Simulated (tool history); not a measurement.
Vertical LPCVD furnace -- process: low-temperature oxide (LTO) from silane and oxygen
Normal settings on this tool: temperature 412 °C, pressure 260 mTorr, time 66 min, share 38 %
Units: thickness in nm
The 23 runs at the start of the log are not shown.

run	day	temperature	pressure	time	share	read-back reference wafer on the same gauge, thickness	thickness
24	88.058	417	285	66	45	770.76	1015.41
25	89.646	412	260	66	38	771.4	735
26	92.212	412	260	66	38	770.72	729.62
27	93.925	412	260	66	38	771.77	733.41
28	97.433	412	320	44.5	38	770.88	609.69
29	99.158	403	300	66	38	770.78	767.44
# day 101.321: gauge calibrated
30	105.808	412	305	46	38	771.34	600.66
# day 109.258: pressure gauge zeroed
31	109.458	412	205	66	38	770.95	577.61
32	111.904	412	260	66	45	770.49	884.52

Alternative continuations, all from the tool just after run 32; predict every row:
A	112.092	412	260	66	38	?	?
B	112.092	401	260	66	38	?	?
C	112.092	403	305	66	41	?	?

run	read-back reference wafer on the same gauge, thickness	thickness
A	770.92	733.93
B	770.92	650.85
C	770.92	854.94
Had the tool no hidden state, the same runs would have come out as:
run	thickness
A	733.93
B	650.85
C	854.94

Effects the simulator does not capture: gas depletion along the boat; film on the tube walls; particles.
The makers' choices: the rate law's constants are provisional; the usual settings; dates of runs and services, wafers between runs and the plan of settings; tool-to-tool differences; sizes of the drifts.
